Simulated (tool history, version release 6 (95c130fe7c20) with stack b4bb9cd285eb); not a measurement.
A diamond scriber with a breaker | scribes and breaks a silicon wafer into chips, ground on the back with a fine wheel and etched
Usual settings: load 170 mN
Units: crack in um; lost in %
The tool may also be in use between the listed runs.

| run | hour | load | wafers since the last listed run | hours since the diamond tip was replaced | hours since the load on the tip was calibrated | incoming depth of the damage left on the back of the incoming wafer, um | crack | lost |
|---|---|---|---|---|---|---|---|---|
| 1 | 0.0 | 170 | 0 | 753.8 | 982.6 | 0.32 | 14.97 | 1.33 |
| 2 | 56.3 | 170 | 149 | 810.1 | 1038.9 | 0.34 | 14.88 | 1.37 |
| 3 | 104.5 | 198 | 128 | 858.3 | 1087.1 | 0.59 | 16.95 | 3.04 |
| 4 | 191.8 | 198 | 232 | 945.6 | 1174.4 | 0.68 | 16.52 | 3.25 |
| 5 | 267.7 | 170 | 202 | 1021.5 | 1250.3 | 0.42 | 14.56 | 1.45 |
| 6 | 375.6 | 170 | 287 | 1129.4 | 1358.2 | 0.48 | 14.48 | 1.41 |
|  | 392.9 | diamond tip replaced by a new one |
| 7 | 460.4 | 130 | 220 | 67.5 | 1443.0 | 0.36 | 11.28 | 7.88 |
| 8 | 567.5 | 130 | 285 | 174.6 | 1550.1 | 0.69 | 11.45 | 7.73 |
| 9 | 671.8 | 128 | 277 | 278.9 | 1654.4 | 0.56 | 11.23 | 8.82 |
| 10 | 773.0 | 212 | 269 | 380.1 | 1755.6 | 0.58 | 18.18 | 5.19 |
| 11 | 835.2 | 208 | 165 | 442.3 | 1817.8 | 0.72 | 17.85 | 4.84 |
| 12 | 896.9 | 170 | 164 | 504.0 | 1879.5 | 0.49 | 14.81 | 1.33 |
|  | 937.2 | load on the tip recalibrated |
| 13 | 957.6 | 200 | 156 | 564.7 | 20.4 | 0.66 | 16.96 | 3.59 |
| 14 | 1001.1 | 140 | 115 | 608.2 | 63.9 | 0.42 | 12.01 | 4.54 |
| 15 | 1039.7 | 170 | 102 | 646.8 | 102.5 | 0.46 | 14.92 | 1.33 |
| 16 | 1110.0 | 170 | 187 | 717.1 | 172.8 | 0.60 | 14.64 | 1.24 |
| 17 | 1180.0 | 188 | 186 | 787.1 | 242.8 | 0.51 | 16.04 | 1.93 |

4 ways to go on from here, each from the tool as it stands after run 17. What would each give?
| A | 1180.7 | 170 | 1 | 787.8 | 243.5 | 0.43 | ? | ? |
| B | 1180.7 | 154 | 1 | 787.8 | 243.5 | 0.43 | ? | ? |
| C | 1180.7 | 131 | 1 | 787.8 | 243.5 | 0.43 | ? | ? |
| D | 1180.7 | 218 | 1 | 787.8 | 243.5 | 0.43 | ? | ? |

| run | crack | lost |
|---|---|---|
| A | 14.77 | 1.26 |
| B | 13.49 | 2.06 |
| C | 11.54 | 7.01 |
| D | 18.31 | 5.66 |
Without the tool's hidden state the same runs would have given:
| run | crack | lost |
|---|---|---|
| A | 14.77 | 1.26 |
| B | 13.49 | 2.06 |
| C | 11.54 | 7.01 |
| D | 18.31 | 5.66 |
